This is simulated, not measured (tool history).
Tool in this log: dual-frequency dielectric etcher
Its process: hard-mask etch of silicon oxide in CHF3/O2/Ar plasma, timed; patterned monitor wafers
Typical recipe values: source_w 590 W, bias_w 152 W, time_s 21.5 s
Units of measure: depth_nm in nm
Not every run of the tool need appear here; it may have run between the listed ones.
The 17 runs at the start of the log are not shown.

| run | hour | source_w | bias_w | time_s | wafers since the last listed run | hours since the last wet clean | hours since the last source power generator calibration | hours since the last bias power generator calibration | hours since the last upper electrode change | hours since the gauge calibration | read-back reference wafer on the same gauge, depth_nm | depth_nm |
|---|---|---|---|---|---|---|---|---|---|---|---|---|
|  | 521.2 | upper electrode replaced |
| 18 | 521.7 | 500 | 188 | 15.0 | 292 | 182.5 | 274.9 | 49.5 | 0.5 | 241.8 | 44.84 | 29.55 |
| 19 | 522.9 | 680 | 139 | 19.0 | 17 | 183.7 | 276.1 | 50.7 | 1.7 | 243.0 | 44.77 | 34.24 |
| 20 | 554.6 | 690 | 152 | 21.5 | 449 | 215.4 | 307.8 | 82.4 | 33.4 | 274.7 | 44.97 | 40.95 |
| 21 | 577.1 | 720 | 152 | 21.5 | 319 | 237.9 | 330.3 | 104.9 | 55.9 | 297.2 | 44.93 | 41.13 |
| 22 | 603.7 | 590 | 152 | 21.5 | 377 | 264.5 | 356.9 | 131.5 | 82.5 | 323.8 | 44.81 | 38.33 |
| 23 | 619.0 | 480 | 181 | 21.5 | 216 | 279.8 | 372.2 | 146.8 | 97.8 | 339.1 | 44.93 | 40.34 |
| 24 | 639.7 | 590 | 152 | 21.5 | 293 | 300.5 | 392.9 | 167.5 | 118.5 | 359.8 | 44.97 | 38.91 |
| 25 | 661.3 | 710 | 164 | 23.0 | 306 | 322.1 | 414.5 | 189.1 | 140.1 | 381.4 | 44.79 | 44.11 |
| 26 | 678.2 | 590 | 152 | 21.5 | 239 | 339.0 | 431.4 | 206.0 | 157.0 | 398.3 | 45.01 | 38.51 |
|  | 729.5 | wet clean of the chamber |
| 27 | 730.0 | 590 | 131 | 21.5 | 394 | 0.5 | 483.2 | 257.8 | 208.8 | 450.1 | 44.77 | 37.49 |
| 28 | 730.3 | 590 | 188 | 16.5 | 4 | 0.8 | 483.5 | 258.1 | 209.1 | 450.4 | 44.82 | 35.22 |
| 29 | 746.6 | 510 | 127 | 18.0 | 231 | 17.1 | 499.8 | 274.4 | 225.4 | 466.7 | 44.84 | 29.84 |
| 30 | 762.1 | 650 | 169 | 17.5 | 219 | 32.6 | 515.3 | 289.9 | 240.9 | 482.2 | 45.00 | 35.62 |
| 31 | 777.8 | 690 | 152 | 25.5 | 222 | 48.3 | 531.0 | 305.6 | 256.6 | 497.9 | 44.85 | 50.53 |

Predict each of these 3 candidate next runs independently; none follows another, all start after run 31:
| A | 778.2 | 590 | 152 | 21.5 | 5 | 48.7 | 531.4 | 306.0 | 257.0 | 498.3 | ? | ? |
| B | 778.2 | 490 | 190 | 21.5 | 5 | 48.7 | 531.4 | 306.0 | 257.0 | 498.3 | ? | ? |
| C | 778.2 | 450 | 190 | 24.0 | 5 | 48.7 | 531.4 | 306.0 | 257.0 | 498.3 | ? | ? |

| run | read-back reference wafer on the same gauge, depth_nm | depth_nm |
|---|---|---|
| A | 45.05 | 40.26 |
| B | 45.05 | 43.22 |
| C | 45.05 | 47.38 |
Take away the tool's hidden state, keep each run's random variation, and the runs would have read:
| run | depth_nm |
|---|---|
| A | 40.46 |
| B | 43.44 |
| C | 47.61 |
